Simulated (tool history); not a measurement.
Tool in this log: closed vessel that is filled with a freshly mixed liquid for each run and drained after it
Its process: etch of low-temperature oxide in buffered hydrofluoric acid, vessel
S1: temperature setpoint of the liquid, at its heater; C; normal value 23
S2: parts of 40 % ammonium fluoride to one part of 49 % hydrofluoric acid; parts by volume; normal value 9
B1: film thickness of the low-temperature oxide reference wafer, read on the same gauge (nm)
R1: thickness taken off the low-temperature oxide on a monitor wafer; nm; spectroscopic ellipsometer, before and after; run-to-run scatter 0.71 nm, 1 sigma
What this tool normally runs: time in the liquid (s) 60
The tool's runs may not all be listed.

run 1 hour=0 | S1=23 S2=9 time_in_the_liquid_(s)=60 | B1=70 | R1=135.1
run 2 hour=41 | S1=23 S2=9 time_in_the_liquid_(s)=60 | B1=69.98 | R1=135.47
run 3 hour=83.8 | S1=23 S2=9 time_in_the_liquid_(s)=60 | B1=69.97 | R1=134.34
run 4 hour=134.1 | S1=23 S2=7.5 time_in_the_liquid_(s)=60 | B1=69.98 | R1=162.15
run 5 hour=201.7 | S1=23 S2=7.5 time_in_the_liquid_(s)=60 | B1=69.99 | R1=163.73
run 6 hour=257.4 | S1=23 S2=9 time_in_the_liquid_(s)=60 | B1=69.99 | R1=134.97
run 7 hour=285.2 | S1=23 S2=9 time_in_the_liquid_(s)=60 | B1=69.98 | R1=135.1
run 8 hour=346.6 | S1=23 S2=9 time_in_the_liquid_(s)=60 | B1=70.02 | R1=136.51
run 9 hour=401.5 | S1=23 S2=11.5 time_in_the_liquid_(s)=60 | B1=70.01 | R1=110.79
run 10 hour=468.2 | S1=23 S2=11.5 time_in_the_liquid_(s)=60 | B1=70.04 | R1=111.75
-- hour=486.4 thermometer replaced
run 11 hour=501.3 | S1=23 S2=9 time_in_the_liquid_(s)=60 | B1=70 | R1=137.53
-- hour=519.1 gauge calibrated
run 12 hour=530.1 | S1=19 S2=6.5 time_in_the_liquid_(s)=70 | B1=69.99 | R1=177.71
run 13 hour=597.9 | S1=23 S2=9 time_in_the_liquid_(s)=60 | B1=70.01 | R1=138.04
run 14 hour=629.1 | S1=19 S2=9 time_in_the_liquid_(s)=85 | B1=69.98 | R1=155.94
-- hour=641.5 hydrofluoric acid flow meter replaced
run 15 hour=656 | S1=23 S2=5.5 time_in_the_liquid_(s)=90 | B1=70 | R1=312.92
run 16 hour=702.5 | S1=23 S2=9 time_in_the_liquid_(s)=45 | B1=70 | R1=96.43
run 17 hour=883.5 | S1=23 S2=9 time_in_the_liquid_(s)=60 | B1=70 | R1=131.94
run 18 hour=907.7 | S1=21.5 S2=9 time_in_the_liquid_(s)=60 | B1=69.98 | R1=121.07
run 19 hour=973.2 | S1=23 S2=6.5 time_in_the_liquid_(s)=35 | B1=70 | R1=106.73
run 20 hour=999.8 | S1=21.5 S2=9 time_in_the_liquid_(s)=50 | B1=69.99 | R1=101.53
run 21 hour=1055.9 | S1=23 S2=10 time_in_the_liquid_(s)=60 | B1=69.99 | R1=122.69
run 22 hour=1120.9 | S1=18.5 S2=6 time_in_the_liquid_(s)=40 | B1=69.99 | R1=101.86

Consider 4 possible next runs. They are alternatives, not a sequence: every one starts from the tool as it was left by run 22. What does each give?
run A hour=1121.6 | S1=25 S2=9 time_in_the_liquid_(s)=60 | B1=? | R1=?
run B hour=1121.6 | S1=20.5 S2=6.5 time_in_the_liquid_(s)=75 | B1=? | R1=?
run C hour=1121.6 | S1=20.5 S2=10.5 time_in_the_liquid_(s)=30 | B1=? | R1=?
run D hour=1121.6 | S1=21.5 S2=6 time_in_the_liquid_(s)=60 | B1=? | R1=?

run=A B1=69.97 R1=148.95
run=B B1=69.97 R1=202.42
run=C B1=69.97 R1=51.75
run=D B1=69.97 R1=183.39
With the hidden condition removed and each run's random variation left untouched, the same runs would have given:
run=A R1=144.84
run=B R1=197.95
run=C R1=50.47
run=D R1=179.42
